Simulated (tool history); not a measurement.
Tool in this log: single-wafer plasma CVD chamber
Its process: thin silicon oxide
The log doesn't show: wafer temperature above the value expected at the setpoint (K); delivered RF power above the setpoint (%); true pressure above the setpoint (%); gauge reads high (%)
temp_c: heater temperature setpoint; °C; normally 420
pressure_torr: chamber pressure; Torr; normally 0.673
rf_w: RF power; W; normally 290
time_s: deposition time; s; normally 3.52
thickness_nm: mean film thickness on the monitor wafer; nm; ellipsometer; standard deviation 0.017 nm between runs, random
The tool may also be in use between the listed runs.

run,hour,temp_c,pressure_torr,rf_w,time_s,wafers since the last listed run,hours since the last thermocouple change,hours since the last RF generator calibration,hours since the last manometer calibration,hours since the showerhead was replaced,hours since the gauge calibration,"read-back reference wafer on the same gauge, thickness_nm",thickness_nm
1,0,420,0.568,290,3.52,0,2130,1982.9,3259.6,4465.5,108.7,4.483,4.726
# hour 16.4: capacitance manometer re-zeroed and calibrated
2,30.7,420,0.568,290,3.52,658,2160.7,2013.6,14.3,4496.2,139.4,4.482,4.51
3,57.4,420,0.673,290,4.01,774,2187.4,2040.3,41,4522.9,166.1,4.48,6.032
# hour 68: showerhead replaced
4,86.6,420,0.673,290,4.01,615,2216.6,2069.5,70.2,18.6,195.3,4.482,6.062
5,110.4,420,0.673,290,4.01,690,2240.4,2093.3,94,42.4,219.1,4.473,6.08
6,132.7,420,0.673,305,3.52,647,2262.7,2115.6,116.3,64.7,241.4,4.481,5.44
7,160.4,407,0.673,290,2.94,803,2290.4,2143.3,144,92.4,269.1,4.476,4.492
8,186.4,420,0.673,290,3.52,754,2316.4,2169.3,170,118.4,295.1,4.482,5.34
9,212.7,420,0.673,265,3.52,763,2342.7,2195.6,196.3,144.7,321.4,4.481,5.089
10,230.6,420,0.673,290,3.52,519,2360.6,2213.5,214.2,162.6,339.3,4.482,5.333
11,260,420,0.673,290,3.97,853,2390,2242.9,243.6,192,368.7,4.484,6.011
# hour 279.6: thermocouple changed; heater temperature recalibrated
12,291.3,430,0.673,290,2.91,676,11.7,2274.2,274.9,223.3,400,4.478,4.375
13,311.5,420,0.673,290,3.52,586,31.9,2294.4,295.1,243.5,420.2,4.478,5.363
# hour 338: RF generator calibrated
14,338.5,420,0.673,335,3.52,551,58.9,0.5,322.1,270.5,447.2,4.48,5.692
15,344.7,420,0.673,245,3.52,179,65.1,6.7,328.3,276.7,453.4,4.48,4.929
16,372.8,420,0.536,335,3.52,815,93.2,34.8,356.4,304.8,481.5,4.482,4.489
17,417.8,420,0.8,290,3.52,1305,138.2,79.8,401.4,349.8,526.5,4.475,6.266
18,446.3,425,0.673,290,3.08,827,166.7,108.3,429.9,378.3,555,4.477,4.651
19,470.8,420,0.773,235,3.52,711,191.2,132.8,454.4,402.8,579.5,4.479,5.512
20,483.5,426,0.541,290,3.52,368,203.9,145.5,467.1,415.5,592.2,4.482,4.286
21,503.6,420,0.566,325,3.52,583,224,165.6,487.2,435.6,612.3,4.483,4.717
22,517.9,420,0.673,290,3.23,415,238.3,179.9,501.5,449.9,626.6,4.48,4.895
23,537.2,420,0.673,290,3.52,560,257.6,199.2,520.8,469.2,645.9,4.482,5.373
24,558.2,420,0.673,290,3.52,609,278.6,220.2,541.8,490.2,666.9,4.483,5.341
25,581.3,415,0.764,250,3.28,670,301.7,243.3,564.9,513.3,690,4.486,5.282
26,602.6,433,0.673,290,3.52,618,323,264.6,586.2,534.6,711.3,4.487,5.337

Run 27 comes next. What will it give?
27,633.7,420,0.673,325,3.34,902,354.1,295.7,617.3,565.7,742.4,?,?

read-back reference wafer on the same gauge, thickness_nm: 4.48
thickness_nm: 5.348 nm
Take away the tool's hidden state, keep the run-to-run variation as it was, and the same run would have given thickness_nm 5.323 nm.
